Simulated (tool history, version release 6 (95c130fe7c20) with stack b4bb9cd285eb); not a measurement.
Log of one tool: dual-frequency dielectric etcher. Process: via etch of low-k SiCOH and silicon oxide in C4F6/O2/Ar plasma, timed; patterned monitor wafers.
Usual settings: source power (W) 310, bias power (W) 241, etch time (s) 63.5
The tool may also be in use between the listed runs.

run,hour,source power (W),bias power (W),etch time (s),wafers since the last listed run,hours since the last wet clean,hours since the last source power generator calibration,hours since the last bias power generator calibration,hours since the last upper electrode change,hours since the gauge calibration,"read-back reference wafer on the same gauge, depth_nm",mean etch depth across the wafer (angstrom)
1,0.0,330,261,63.5,0,74.0,2986.4,1427.1,2645.8,200.5,175.9,1825
2,48.7,330,261,63.5,490,122.7,3035.1,1475.8,2694.5,249.2,176.1,1819
3,140.2,310,241,63.5,922,214.2,3126.6,1567.3,2786.0,340.7,176.0,1691
4,202.7,310,271,63.5,629,276.7,3189.1,1629.8,2848.5,403.2,176.1,1803
5,262.1,310,271,63.5,598,336.1,3248.5,1689.2,2907.9,462.6,176.0,1794
6,339.2,280,241,63.5,776,413.2,3325.6,1766.3,2985.0,539.7,175.9,1606
7,398.5,310,253,63.5,597,472.5,3384.9,1825.6,3044.3,599.0,175.9,1723
# hour 442.5: wet clean of the chamber
8,494.1,310,253,63.5,721,51.6,3480.5,1921.2,3139.9,694.6,176.1,1724
# hour 506.2: source power generator calibrated
9,567.7,310,253,63.5,701,125.2,61.5,1994.8,3213.5,768.2,176.0,1713
10,643.1,240,212,80.5,759,200.6,136.9,2070.2,3288.9,843.6,176.0,1729
# hour 691.9: bias power generator calibrated
# hour 694.7: gauge calibrated
# hour 696.6: upper electrode replaced, of another model than before
11,738.9,310,291,72.5,878,296.4,232.7,47.0,42.3,44.2,175.7,2248
# hour 924.0: wet clean of the chamber
12,947.7,280,241,63.5,1862,23.7,441.5,255.8,251.1,253.0,176.0,1675
13,1023.2,260,273,73.5,760,99.2,517.0,331.3,326.6,328.5,176.2,2078
14,1062.7,330,241,51.0,398,138.7,556.5,370.8,366.1,368.0,176.0,1421
15,1134.0,330,284,48.5,718,210.0,627.8,442.1,437.4,439.3,176.0,1505
16,1191.9,310,218,63.5,583,267.9,685.7,500.0,495.3,497.2,175.9,1579
17,1239.1,290,197,63.5,475,315.1,732.9,547.2,542.5,544.4,176.1,1431
18,1326.9,310,241,54.0,884,402.9,820.7,635.0,630.3,632.2,175.8,1462

3 ways to go on from here, each from the tool as it stands after run 18. What would each give?
A,1327.3,310,241,72.5,4,403.3,821.1,635.4,630.7,632.6,?,?
B,1327.3,240,258,81.0,4,403.3,821.1,635.4,630.7,632.6,?,?
C,1327.3,280,267,52.0,4,403.3,821.1,635.4,630.7,632.6,?,?

run,"read-back reference wafer on the same gauge, depth_nm",mean etch depth across the wafer (angstrom)
A,176.0,1962
B,176.0,2145
C,176.0,1474
Without the tool's hidden state the same runs would have given:
run,mean etch depth across the wafer (angstrom)
A,1969
B,2153
C,1479

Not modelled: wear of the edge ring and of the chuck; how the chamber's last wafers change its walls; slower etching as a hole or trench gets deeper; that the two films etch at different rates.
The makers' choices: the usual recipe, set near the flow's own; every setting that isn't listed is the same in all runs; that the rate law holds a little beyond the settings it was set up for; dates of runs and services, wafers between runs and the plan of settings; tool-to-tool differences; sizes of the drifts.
